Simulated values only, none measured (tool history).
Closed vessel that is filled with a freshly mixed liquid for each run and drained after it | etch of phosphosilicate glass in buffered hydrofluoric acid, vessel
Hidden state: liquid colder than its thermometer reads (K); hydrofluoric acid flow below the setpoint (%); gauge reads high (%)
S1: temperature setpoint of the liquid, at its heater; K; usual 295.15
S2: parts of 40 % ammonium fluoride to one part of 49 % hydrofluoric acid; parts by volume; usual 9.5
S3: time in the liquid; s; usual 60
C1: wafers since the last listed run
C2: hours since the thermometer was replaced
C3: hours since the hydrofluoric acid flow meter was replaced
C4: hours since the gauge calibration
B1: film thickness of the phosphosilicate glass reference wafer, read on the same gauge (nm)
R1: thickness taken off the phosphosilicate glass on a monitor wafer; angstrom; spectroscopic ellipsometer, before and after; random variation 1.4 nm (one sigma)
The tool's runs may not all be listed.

run 1 day=0.000 | S1=292.15 S2=9.5 S3=60 | C1=0 C2=2602.0 C3=355.6 C4=1052.3 | B1=30.00 | R1=1532.6
run 2 day=1.896 | S1=292.15 S2=9.5 S3=60 | C1=4628 C2=2647.5 C3=401.1 C4=1097.8 | B1=29.98 | R1=1540.9
run 3 day=3.788 | S1=292.15 S2=9.5 S3=60 | C1=4618 C2=2692.9 C3=446.5 C4=1143.2 | B1=30.03 | R1=1519.9
run 4 day=6.454 | S1=291.15 S2=9.5 S3=60 | C1=6510 C2=2756.9 C3=510.5 C4=1207.2 | B1=30.01 | R1=1457.4
run 5 day=9.525 | S1=291.15 S2=9.5 S3=60 | C1=7496 C2=2830.6 C3=584.2 C4=1280.9 | B1=30.00 | R1=1447.0
run 6 day=11.642 | S1=295.15 S2=9.5 S3=60 | C1=5167 C2=2881.4 C3=635.0 C4=1331.7 | B1=29.98 | R1=1766.3
run 7 day=15.250 | S1=295.15 S2=9.5 S3=60 | C1=8809 C2=2968.0 C3=721.6 C4=1418.3 | B1=29.99 | R1=1767.1
-- day=16.892 thermometer replaced
run 8 day=19.654 | S1=295.15 S2=13.0 S3=75 | C1=10650 C2=66.3 C3=827.3 C4=1524.0 | B1=30.02 | R1=1601.1
run 9 day=21.788 | S1=292.65 S2=5.5 S3=40 | C1=5208 C2=117.5 C3=878.5 C4=1575.2 | B1=30.04 | R1=1679.1
-- day=24.483 hydrofluoric acid flow meter replaced
run 10 day=24.933 | S1=295.15 S2=6.5 S3=40 | C1=7578 C2=193.0 C3=10.8 C4=1650.7 | B1=30.01 | R1=1839.0
run 11 day=29.021 | S1=296.65 S2=10.5 S3=30 | C1=9979 C2=291.1 C3=108.9 C4=1748.8 | B1=29.96 | R1=922.6
run 12 day=31.171 | S1=295.15 S2=9.5 S3=60 | C1=5248 C2=342.7 C3=160.5 C4=1800.4 | B1=30.00 | R1=1866.7
run 13 day=34.508 | S1=298.65 S2=6.0 S3=60 | C1=8148 C2=422.8 C3=240.6 C4=1880.5 | B1=29.99 | R1=3440.7
run 14 day=37.517 | S1=295.15 S2=8.0 S3=60 | C1=7344 C2=495.0 C3=312.8 C4=1952.7 | B1=29.99 | R1=2121.8
run 15 day=39.458 | S1=295.15 S2=6.0 S3=40 | C1=4740 C2=541.6 C3=359.4 C4=1999.3 | B1=30.03 | R1=1851.1
run 16 day=41.842 | S1=295.15 S2=9.5 S3=45 | C1=5818 C2=598.8 C3=416.6 C4=2056.5 | B1=30.01 | R1=1359.6
run 17 day=44.696 | S1=292.65 S2=5.5 S3=40 | C1=6968 C2=667.3 C3=485.1 C4=2125.0 | B1=29.96 | R1=1722.9
run 18 day=47.217 | S1=295.15 S2=11.0 S3=35 | C1=6154 C2=727.8 C3=545.6 C4=2185.5 | B1=29.94 | R1=897.6
run 19 day=50.138 | S1=295.15 S2=9.5 S3=60 | C1=7130 C2=797.9 C3=615.7 C4=2255.6 | B1=29.98 | R1=1767.6
-- day=56.704 gauge calibrated
run 20 day=57.521 | S1=299.15 S2=9.5 S3=30 | C1=18025 C2=975.1 C3=792.9 C4=19.6 | B1=29.99 | R1=1077.3
run 21 day=61.021 | S1=293.65 S2=13.0 S3=80 | C1=8544 C2=1059.1 C3=876.9 C4=103.6 | B1=30.03 | R1=1571.8
run 22 day=63.646 | S1=296.65 S2=10.5 S3=30 | C1=6408 C2=1122.1 C3=939.9 C4=166.6 | B1=29.98 | R1=833.5
run 23 day=67.829 | S1=295.15 S2=9.5 S3=30 | C1=10213 C2=1222.5 C3=1040.3 C4=267.0 | B1=29.99 | R1=835.7
-- day=68.817 hydrofluoric acid flow meter replaced
run 24 day=71.950 | S1=295.15 S2=9.5 S3=60 | C1=9958 C2=1321.4 C3=75.2 C4=365.9 | B1=30.00 | R1=1896.1
run 25 day=74.842 | S1=295.15 S2=12.5 S3=60 | C1=7059 C2=1390.8 C3=144.6 C4=435.3 | B1=29.97 | R1=1440.1
run 26 day=78.983 | S1=296.65 S2=10.5 S3=30 | C1=10111 C2=1490.2 C3=244.0 C4=534.7 | B1=30.02 | R1=919.1
run 27 day=82.479 | S1=295.15 S2=9.5 S3=95 | C1=8534 C2=1574.1 C3=327.9 C4=618.6 | B1=29.95 | R1=2920.2
run 28 day=84.029 | S1=296.65 S2=9.5 S3=70 | C1=3784 C2=1611.3 C3=365.1 C4=655.8 | B1=29.99 | R1=2317.2
run 29 day=87.633 | S1=298.15 S2=13.0 S3=80 | C1=8799 C2=1697.8 C3=451.6 C4=742.3 | B1=29.98 | R1=2108.3
run 30 day=89.812 | S1=295.15 S2=9.5 S3=60 | C1=5320 C2=1750.1 C3=503.9 C4=794.6 | B1=30.03 | R1=1805.4
run 31 day=91.679 | S1=295.15 S2=9.5 S3=45 | C1=4557 C2=1794.9 C3=548.7 C4=839.4 | B1=29.97 | R1=1351.8

Forecast each of these 5 alternatives for the next run:
run A day=91.708 | S1=295.15 S2=11.5 S3=60 | C1=71 C2=1795.6 C3=549.4 C4=840.1 | B1=? | R1=?
run B day=91.708 | S1=295.15 S2=7.5 S3=60 | C1=71 C2=1795.6 C3=549.4 C4=840.1 | B1=? | R1=?
run C day=91.708 | S1=295.15 S2=5.5 S3=60 | C1=71 C2=1795.6 C3=549.4 C4=840.1 | B1=? | R1=?
run D day=91.708 | S1=296.65 S2=6.0 S3=60 | C1=71 C2=1795.6 C3=549.4 C4=840.1 | B1=? | R1=?
run E day=91.708 | S1=295.15 S2=7.0 S3=60 | C1=71 C2=1795.6 C3=549.4 C4=840.1 | B1=? | R1=?

run=A B1=30.00 R1=1486.9
run=B B1=30.00 R1=2200.9
run=C B1=30.00 R1=2969.6
run=D B1=30.00 R1=2991.2
run=E B1=30.00 R1=2371.7
Without the tool's hidden state the same runs would have given:
run=A R1=1601.0
run=B R1=2388.8
run=C R1=3166.6
run=D R1=3193.8
run=E R1=2573.5
